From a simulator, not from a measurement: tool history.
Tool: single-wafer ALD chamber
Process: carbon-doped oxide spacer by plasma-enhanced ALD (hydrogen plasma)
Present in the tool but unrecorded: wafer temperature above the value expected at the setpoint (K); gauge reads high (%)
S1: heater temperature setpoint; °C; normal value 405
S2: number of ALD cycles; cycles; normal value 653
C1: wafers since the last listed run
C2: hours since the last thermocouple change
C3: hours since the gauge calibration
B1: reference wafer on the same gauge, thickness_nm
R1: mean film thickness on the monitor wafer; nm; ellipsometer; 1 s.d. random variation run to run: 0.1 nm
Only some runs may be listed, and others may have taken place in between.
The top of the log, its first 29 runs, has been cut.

Run 30, hour 1785: usual settings but S1 411 °C, S2 565 cycles; C1 16; C2 672.8; C3 1019.5; B1 30.296. Result: R1 29.381 nm.
Run 31, hour 1827: usual settings; C1 18; C2 714.8; C3 1061.5; B1 30.313. Result: R1 34.701 nm.
Run 32, hour 1868: usual settings but S2 731 cycles; C1 17; C2 755.8; C3 1102.5; B1 30.291. Result: R1 38.835 nm.
Run 33, hour 1901.8: usual settings; C1 14; C2 789.6; C3 1136.3; B1 30.298. Result: R1 34.782 nm.
Run 34, hour 1929.2: usual settings but S1 410 °C, S2 718 cycles; C1 11; C2 817; C3 1163.7; B1 30.301. Result: R1 37.427 nm.
Run 35, hour 1973.3: usual settings but S2 604 cycles; C1 19; C2 861.1; C3 1207.8; B1 30.289. Result: R1 32.102 nm.
Run 36, hour 2022.8: usual settings but S2 532 cycles; C1 21; C2 910.6; C3 1257.3; B1 30.306. Result: R1 28.382 nm.
Run 37, hour 2084.4: usual settings but S2 609 cycles; C1 26; C2 972.2; C3 1318.9; B1 30.276. Result: R1 32.45 nm.
Run 38, hour 2217.8: usual settings but S1 398 °C, S2 527 cycles; C1 58; C2 1105.6; C3 1452.3; B1 30.312. Result: R1 28.426 nm.
Run 39, hour 2286.7: usual settings but S1 418 °C; C1 30; C2 1174.5; C3 1521.2; B1 30.322. Result: R1 33.424 nm.

4 options for the next run, each taken on its own from the tool as it stands now. Forecast them:
Run A, hour 2288.1: usual settings; C1 0; C2 1175.9; C3 1522.6; B1 ?. Result: R1 ?.
Run B, hour 2288.1: usual settings but S1 413 °C; C1 0; C2 1175.9; C3 1522.6; B1 ?. Result: R1 ?.
Run C, hour 2288.1: usual settings but S2 755 cycles; C1 0; C2 1175.9; C3 1522.6; B1 ?. Result: R1 ?.
Run D, hour 2288.1: usual settings but S1 397 °C, S2 703 cycles; C1 0; C2 1175.9; C3 1522.6; B1 ?. Result: R1 ?.

run      B1      R1
  A  30.313  34.617
  B  30.313  33.667
  C  30.313  40.025
  D  30.313  37.382
Without the tool's unlogged condition, the same runs would have read:
run      R1
  A  34.202
  B  33.252
  C  39.545
  D  37.382
